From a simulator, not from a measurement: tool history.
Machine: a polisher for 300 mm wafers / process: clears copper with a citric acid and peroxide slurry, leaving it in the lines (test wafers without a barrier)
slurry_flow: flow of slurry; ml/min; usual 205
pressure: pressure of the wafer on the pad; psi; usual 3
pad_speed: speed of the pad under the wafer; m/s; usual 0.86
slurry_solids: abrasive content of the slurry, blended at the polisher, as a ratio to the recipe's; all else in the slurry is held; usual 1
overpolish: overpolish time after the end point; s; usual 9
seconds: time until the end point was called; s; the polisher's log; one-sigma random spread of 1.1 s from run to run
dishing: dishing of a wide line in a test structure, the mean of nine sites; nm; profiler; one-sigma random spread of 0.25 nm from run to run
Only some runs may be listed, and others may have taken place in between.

run,hour,slurry_flow,pressure,pad_speed,slurry_solids,overpolish,"incoming thickness of the incoming film, nm",seconds,dishing
1,0,205,3,0.86,1,9,236.6,144.2,12.8
2,59.9,205,2.7,0.7,1,9,233.6,192.5,9.5
# hour 81.2: worn pad replaced by a new one
3,114.7,205,3,0.86,0.9,9,231.4,138.4,13.6
# hour 138.9: slurry blender recalibrated
4,171.4,205,3,0.86,0.9,9,235.6,146.6,12.9
5,213.9,205,3,0.86,0.9,9,234.4,145.7,12.9
6,244.3,205,3,0.86,1,9,235,144.5,12.5
# hour 291.8: worn pad replaced by a new one
7,294.6,205,3,0.86,1,9,233.3,128.7,13.9
# hour 338.3: slurry nozzle cleaned
8,347.1,205,3,0.86,1,9,236.8,141.5,13
9,407.8,205,3,0.86,1,9,238.3,145.9,12.9
10,450.7,205,3,0.86,1,9,235.3,146.2,12.9
# hour 461.4: head pressure recalibrated
# hour 493.6: worn pad replaced by a new one
11,520.4,205,3,0.86,1,9,237.1,137.9,13.8
12,569.3,205,3,0.86,1,12,232.2,140.4,18
# hour 581.7: slurry blender recalibrated
13,622.9,245,3,0.86,1.1,9,231.6,137.5,13.7
14,647.5,205,3,0.86,1,9,230.5,144.2,13.2
# hour 660.8: slurry nozzle cleaned
15,673.7,205,3,0.86,1,9,232.2,145,12.5
# hour 700.1: worn pad replaced by a new one
16,741.1,205,3,0.86,1,6,234.5,138.3,9.3
17,770.3,255,3,0.86,0.7,9,238.3,153.3,12.4
18,813.8,175,3,0.86,0.7,9,238,162.1,11.4
19,862.1,245,2.5,1.04,0.8,9,235.7,151.8,12.3
# hour 877.7: worn pad replaced by a new one
20,921.9,205,3,1.16,1,9,237.9,107.7,18.1

Branching from run 20: 5 alternative next runs. What would each branch give?
A,922.4,205,3,0.86,1,14,230.2,?,?
B,922.4,250,3,1.04,1,5,230.2,?,?
C,922.4,205,2.1,0.62,0.8,6,230.2,?,?
D,922.4,205,2.4,0.56,1,7,230.2,?,?
E,922.4,245,3,0.86,0.7,9,230.2,?,?

run,seconds,dishing
A,139.1,21.1
B,114.2,9.5
C,275.4,4.8
D,253.8,6
E,146.4,13.2
Without the tool's unlogged condition, the same runs would have read:
run,seconds,dishing
A,127.8,22.9
B,104.9,10.3
C,252.9,5.2
D,233.1,6.6
E,134.5,14.3

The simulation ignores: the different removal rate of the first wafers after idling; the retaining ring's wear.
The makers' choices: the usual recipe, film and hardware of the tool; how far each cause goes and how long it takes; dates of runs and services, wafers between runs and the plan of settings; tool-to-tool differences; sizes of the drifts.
